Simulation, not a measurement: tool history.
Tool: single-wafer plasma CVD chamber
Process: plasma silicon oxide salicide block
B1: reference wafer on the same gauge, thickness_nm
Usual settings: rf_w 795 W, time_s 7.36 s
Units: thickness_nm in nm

Run 1, hour 0: usual settings; B1 72.418. Result: thickness_nm 79.471 nm.
Run 2, hour 15.6: usual settings; B1 72.425. Result: thickness_nm 79.476 nm.
Run 3, hour 48.2: usual settings but rf_w 850 W; B1 72.419. Result: thickness_nm 80.763 nm.
Run 4, hour 60.7: usual settings; B1 72.385. Result: thickness_nm 79.342 nm.
Run 5, hour 78.7: usual settings; B1 72.362. Result: thickness_nm 79.55 nm.
At hour 92.4: gauge calibrated.
Run 6, hour 109: usual settings but rf_w 840 W, time_s 8.19 s; B1 72.435. Result: thickness_nm 89.645 nm.
Run 7, hour 203.5: usual settings; B1 72.368. Result: thickness_nm 79.419 nm.
Run 8, hour 219.4: usual settings; B1 72.4. Result: thickness_nm 79.238 nm.
At hour 237.4: RF generator calibrated.
At hour 274.1: showerhead replaced.
Run 9, hour 294.2: usual settings; B1 72.397. Result: thickness_nm 80.957 nm.
Run 10, hour 318.4: usual settings; B1 72.375. Result: thickness_nm 80.656 nm.
Run 11, hour 337.4: usual settings; B1 72.423. Result: thickness_nm 80.691 nm.
Run 12, hour 355.6: usual settings but rf_w 760 W; B1 72.368. Result: thickness_nm 79.589 nm.
Run 13, hour 375.3: usual settings but rf_w 760 W; B1 72.374. Result: thickness_nm 79.766 nm.
Run 14, hour 403.3: usual settings but rf_w 900 W, time_s 8.51 s; B1 72.407. Result: thickness_nm 95.928 nm.
Run 15, hour 433.4: usual settings but rf_w 945 W, time_s 8.59 s; B1 72.416. Result: thickness_nm 98.014 nm.
Run 16, hour 448.1: usual settings but rf_w 710 W; B1 72.385. Result: thickness_nm 78.398 nm.
Run 17, hour 470.1: usual settings but rf_w 665 W, time_s 6.24 s; B1 72.4. Result: thickness_nm 65.327 nm.
Run 18, hour 498.9: usual settings; B1 72.384. Result: thickness_nm 80.091 nm.
At hour 511.2: gauge calibrated.
Run 19, hour 530.6: usual settings but rf_w 745 W, time_s 6.48 s; B1 72.457. Result: thickness_nm 69.754 nm.
Run 20, hour 560: usual settings but rf_w 650 W, time_s 6.97 s; B1 72.359. Result: thickness_nm 72.462 nm.
Run 21, hour 611.6: usual settings; B1 72.392. Result: thickness_nm 80.28 nm.
Run 22, hour 630: usual settings but rf_w 710 W, time_s 6.28 s; B1 72.417. Result: thickness_nm 66.445 nm.
Run 23, hour 651.2: usual settings; B1 72.385. Result: thickness_nm 80.229 nm.
Run 24, hour 676.7: usual settings but time_s 8.39 s; B1 72.415. Result: thickness_nm 91.312 nm.
Run 25, hour 693.3: usual settings but time_s 6.12 s; B1 72.386. Result: thickness_nm 66.742 nm.
Run 26, hour 724.2: usual settings but rf_w 760 W; B1 72.393. Result: thickness_nm 79.126 nm.

Forecast each of these 5 alternatives for the next run:
Run A, hour 724.6: usual settings; B1 ?. Result: thickness_nm ?.
Run B, hour 724.6: usual settings but rf_w 935 W, time_s 8.24 s; B1 ?. Result: thickness_nm ?.
Run C, hour 724.6: usual settings but rf_w 935 W, time_s 6.75 s; B1 ?. Result: thickness_nm ?.
Run D, hour 724.6: usual settings but rf_w 685 W, time_s 6.91 s; B1 ?. Result: thickness_nm ?.
Run E, hour 724.6: usual settings but time_s 6.21 s; B1 ?. Result: thickness_nm ?.

run      B1  thickness_nm
  A  72.433        80.243
  B  72.433         93.56
  C  72.433        76.642
  D  72.433        72.654
  E  72.433        67.705
Without the tool's hidden state the same runs would have given:
run  thickness_nm
  A        81.295
  B        94.786
  C        77.646
  D        73.606
  E        68.593
